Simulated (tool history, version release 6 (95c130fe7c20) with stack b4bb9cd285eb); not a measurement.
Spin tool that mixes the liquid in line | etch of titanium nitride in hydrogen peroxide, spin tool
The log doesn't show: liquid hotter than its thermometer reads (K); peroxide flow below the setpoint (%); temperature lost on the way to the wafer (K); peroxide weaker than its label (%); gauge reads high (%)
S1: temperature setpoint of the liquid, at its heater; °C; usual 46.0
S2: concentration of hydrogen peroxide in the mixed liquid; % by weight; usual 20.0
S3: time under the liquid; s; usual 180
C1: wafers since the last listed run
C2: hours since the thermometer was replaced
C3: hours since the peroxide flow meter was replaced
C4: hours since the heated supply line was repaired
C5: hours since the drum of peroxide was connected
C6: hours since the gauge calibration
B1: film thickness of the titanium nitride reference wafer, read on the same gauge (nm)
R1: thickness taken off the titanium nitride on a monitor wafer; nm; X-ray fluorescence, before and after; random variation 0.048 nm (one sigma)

| run | day | S1 | S2 | S3 | C1 | C2 | C3 | C4 | C5 | C6 | B1 | R1 |
|---|---|---|---|---|---|---|---|---|---|---|---|---|
| 1 | 0.000 | 46.0 | 20.0 | 180 | 0 | 2161.3 | 1465.9 | 891.1 | 704.9 | 519.2 | 69.98 | 5.85 |
| 2 | 0.571 | 46.0 | 20.0 | 180 | 106 | 2175.0 | 1479.6 | 904.8 | 718.6 | 532.9 | 69.96 | 5.85 |
| 3 | 1.079 | 46.0 | 20.0 | 180 | 95 | 2187.2 | 1491.8 | 917.0 | 730.8 | 545.1 | 69.99 | 5.81 |
| 4 | 1.642 | 46.0 | 20.0 | 180 | 105 | 2200.7 | 1505.3 | 930.5 | 744.3 | 558.6 | 70.03 | 5.75 |
| 5 | 1.971 | 46.0 | 20.0 | 180 | 61 | 2208.6 | 1513.2 | 938.4 | 752.2 | 566.5 | 69.99 | 5.84 |
|  | 2.254 | thermometer replaced |
| 6 | 2.596 | 46.0 | 20.0 | 180 | 109 | 8.2 | 1528.2 | 953.4 | 767.2 | 581.5 | 70.01 | 5.85 |
|  | 2.633 | gauge calibrated |
|  | 3.029 | peroxide flow meter replaced |
| 7 | 3.088 | 46.0 | 20.0 | 180 | 84 | 20.0 | 1.4 | 965.2 | 779.0 | 10.9 | 69.98 | 5.84 |
| 8 | 3.338 | 46.0 | 14.0 | 220 | 46 | 26.0 | 7.4 | 971.2 | 785.0 | 16.9 | 69.99 | 6.57 |
| 9 | 4.992 | 46.0 | 20.0 | 215 | 309 | 65.7 | 47.1 | 1010.9 | 824.7 | 56.6 | 69.96 | 6.89 |
|  | 5.458 | heated supply line repaired |
|  | 5.621 | new drum of peroxide connected |
| 10 | 5.662 | 46.0 | 17.0 | 180 | 109 | 81.8 | 63.2 | 4.9 | 1.0 | 72.7 | 70.03 | 6.19 |
| 11 | 6.212 | 46.0 | 15.5 | 180 | 102 | 95.0 | 76.4 | 18.1 | 14.2 | 85.9 | 70.00 | 6.09 |
| 12 | 6.621 | 46.0 | 20.0 | 180 | 76 | 104.8 | 86.2 | 27.9 | 24.0 | 95.7 | 69.94 | 6.34 |
| 13 | 7.271 | 46.0 | 20.0 | 180 | 121 | 120.4 | 101.8 | 43.5 | 39.6 | 111.3 | 70.00 | 6.28 |
| 14 | 7.867 | 46.0 | 20.0 | 180 | 111 | 134.7 | 116.1 | 57.8 | 53.9 | 125.6 | 70.02 | 6.40 |
| 15 | 8.912 | 48.5 | 22.5 | 180 | 195 | 159.8 | 141.2 | 82.9 | 79.0 | 150.7 | 70.01 | 7.92 |
| 16 | 10.146 | 38.5 | 20.0 | 240 | 230 | 189.4 | 170.8 | 112.5 | 108.6 | 180.3 | 70.00 | 4.81 |
| 17 | 10.775 | 46.0 | 15.5 | 255 | 117 | 204.5 | 185.9 | 127.6 | 123.7 | 195.4 | 70.01 | 8.47 |
| 18 | 11.325 | 46.0 | 24.0 | 180 | 102 | 217.7 | 199.1 | 140.8 | 136.9 | 208.6 | 69.96 | 6.60 |
| 19 | 11.833 | 46.0 | 20.0 | 180 | 95 | 229.9 | 211.3 | 153.0 | 149.1 | 220.8 | 69.96 | 6.29 |
| 20 | 12.450 | 46.0 | 20.0 | 180 | 115 | 244.7 | 226.1 | 167.8 | 163.9 | 235.6 | 70.00 | 6.20 |
| 21 | 12.971 | 53.0 | 24.0 | 285 | 97 | 257.2 | 238.6 | 180.3 | 176.4 | 248.1 | 69.99 | 17.36 |
| 22 | 13.679 | 46.0 | 20.0 | 120 | 132 | 274.2 | 255.6 | 197.3 | 193.4 | 265.1 | 70.01 | 4.15 |
| 23 | 13.996 | 48.5 | 22.5 | 180 | 59 | 281.8 | 263.2 | 204.9 | 201.0 | 272.7 | 69.98 | 7.68 |
| 24 | 14.421 | 46.0 | 20.0 | 180 | 79 | 292.0 | 273.4 | 215.1 | 211.2 | 282.9 | 70.00 | 6.29 |

Some steps in R1 between neighbouring runs. How much of each would the tool show without its hidden state too (settings, what came in, random variation), and how much is left for the hidden state, with any gauge scatter that isn't in both results?
Run 9 -> 10: S2 20.0 -> 17.0, S3 215 -> 180, heated supply line repaired, new drum of peroxide connected. R1 -0.70 nm: hidden state +0.73, all else -1.43.
Run 20 -> 21: S1 46.0 -> 53.0, S2 20.0 -> 24.0, S3 180 -> 285. R1 +11.16 nm: hidden state -0.20, all else +11.36.
Run 21 -> 22: S1 53.0 -> 46.0, S2 24.0 -> 20.0, S3 285 -> 120. R1 -13.21 nm: hidden state +0.21, all else -13.42.
